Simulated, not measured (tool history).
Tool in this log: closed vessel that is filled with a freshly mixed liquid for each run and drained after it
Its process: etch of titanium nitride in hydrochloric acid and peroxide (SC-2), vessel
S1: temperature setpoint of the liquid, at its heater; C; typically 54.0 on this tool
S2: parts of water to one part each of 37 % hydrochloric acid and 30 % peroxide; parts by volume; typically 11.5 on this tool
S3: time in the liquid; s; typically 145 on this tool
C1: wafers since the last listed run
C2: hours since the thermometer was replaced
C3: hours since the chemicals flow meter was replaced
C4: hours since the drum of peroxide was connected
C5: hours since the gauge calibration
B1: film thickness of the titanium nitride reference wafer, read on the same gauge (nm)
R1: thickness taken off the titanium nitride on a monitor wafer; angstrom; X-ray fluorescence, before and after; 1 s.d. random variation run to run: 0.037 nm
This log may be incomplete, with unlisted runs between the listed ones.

run,day,S1,S2,S3,C1,C2,C3,C4,C5,B1,R1
1,0.000,54.0,11.5,145,0,803.9,946.4,2.5,1595.7,130.023,35.42
2,4.150,54.0,11.5,145,9561,903.5,1046.0,102.1,1695.3,130.013,35.10
3,6.642,54.0,11.5,145,5740,963.3,1105.8,161.9,1755.1,129.982,34.86
4,8.488,54.0,11.5,145,4252,1007.6,1150.1,206.2,1799.4,129.980,35.25
# day 9.638: thermometer replaced
5,12.971,54.0,11.5,145,10233,80.0,1257.7,313.8,1907.0,129.971,38.96
6,16.433,56.5,11.5,145,7977,163.1,1340.8,396.9,1990.1,130.016,45.92
7,18.183,56.5,11.5,145,4031,205.1,1382.8,438.9,2032.1,130.011,44.56
8,21.725,59.5,11.5,145,8159,290.1,1467.8,523.9,2117.1,130.003,54.51
9,26.125,51.0,11.5,165,10137,395.7,1573.4,629.5,2222.7,130.042,35.52
# day 28.571: new drum of peroxide connected
10,29.142,51.0,11.5,165,6854,468.1,1645.8,13.7,2295.1,130.004,34.97
11,32.742,51.0,11.5,165,8293,554.5,1732.2,100.1,2381.5,130.031,34.55
12,35.783,54.0,11.5,145,7007,627.5,1805.2,173.1,2454.5,130.001,36.55
13,40.233,54.0,11.5,145,10252,734.3,1912.0,279.9,2561.3,130.021,35.81
14,42.129,54.0,11.5,145,4367,779.8,1957.5,325.4,2606.8,130.009,36.78
# day 42.488: gauge calibrated
15,45.892,50.5,11.5,145,8668,870.1,2047.8,415.7,81.7,130.034,28.38
16,48.238,62.0,11.5,145,5404,926.4,2104.1,472.0,138.0,129.996,59.82
17,51.154,59.5,11.5,145,6719,996.4,2174.1,542.0,208.0,130.039,50.47
18,54.412,54.0,11.5,145,7506,1074.6,2252.3,620.2,286.2,129.993,35.04
# day 58.029: new drum of peroxide connected
19,58.283,48.5,11.5,210,8821,1167.5,2345.2,6.1,379.1,129.965,34.62
# day 60.004: thermometer replaced
20,61.983,54.0,9.0,145,8428,47.5,2434.0,94.9,467.9,129.993,47.47
21,63.725,46.0,14.0,120,4012,89.3,2475.8,136.7,509.7,129.993,15.64
# day 64.358: chemicals flow meter replaced
22,67.112,54.0,11.5,145,7708,170.6,66.1,218.0,591.0,130.022,38.59
23,72.338,54.0,11.5,145,12037,296.0,191.5,343.4,716.4,129.977,37.65
24,74.579,60.5,11.5,220,5164,349.8,245.3,397.2,770.2,129.989,84.03
25,77.008,49.5,5.5,85,5596,408.1,303.6,455.5,828.5,129.993,28.53
26,81.225,61.5,6.0,220,9714,509.3,404.8,556.7,929.7,129.988,150.45
27,84.775,54.0,11.5,145,8178,594.5,490.0,641.9,1014.9,129.955,35.91
28,88.554,51.5,11.5,115,8706,685.2,580.7,732.6,1105.6,130.048,24.18
# day 88.854: new drum of peroxide connected
29,91.933,54.0,11.5,145,7689,766.3,661.8,73.9,1186.7,130.013,35.73

Take each entry between the runs: how does the hidden state at the last listed run before it differ from the hidden state at the first listed run after it?
Between runs 4 and 5: thermometer replaced (day 9.638)
  liquid colder than its thermometer reads (K): 1.94 -> 0.185
  the result without the hidden state subtracted from the measured one, R1: -4.78 -> -0.46 angstrom
Between runs 9 and 10: new drum of peroxide connected (day 28.571)
  liquid colder than its thermometer reads (K): 0.742 -> 0.87
  the result without the hidden state subtracted from the measured one, R1: -1.79 -> -2.08 angstrom
Between runs 14 and 15: gauge calibrated (day 42.488)
  liquid colder than its thermometer reads (K): 1.42 -> 1.58
  the result without the hidden state subtracted from the measured one, R1: -3.57 -> -3.15 angstrom
Between runs 18 and 19: new drum of peroxide connected (day 58.029)
  liquid colder than its thermometer reads (K): 1.94 -> 2.1
  the result without the hidden state subtracted from the measured one, R1: -4.75 -> -5.30 angstrom
Between runs 19 and 20: thermometer replaced (day 60.004)
  liquid colder than its thermometer reads (K): 2.1 -> 0.437
  the result without the hidden state subtracted from the measured one, R1: -5.30 -> -1.38 angstrom
Between runs 21 and 22: chemicals flow meter replaced (day 64.358)
  liquid colder than its thermometer reads (K): 0.511 -> 0.654
  the result without the hidden state subtracted from the measured one, R1: -0.55 -> -1.67 angstrom
Between runs 28 and 29: new drum of peroxide connected (day 88.854)
  liquid colder than its thermometer reads (K): 1.56 -> 1.71
  the result without the hidden state subtracted from the measured one, R1: -2.64 -> -4.23 angstrom
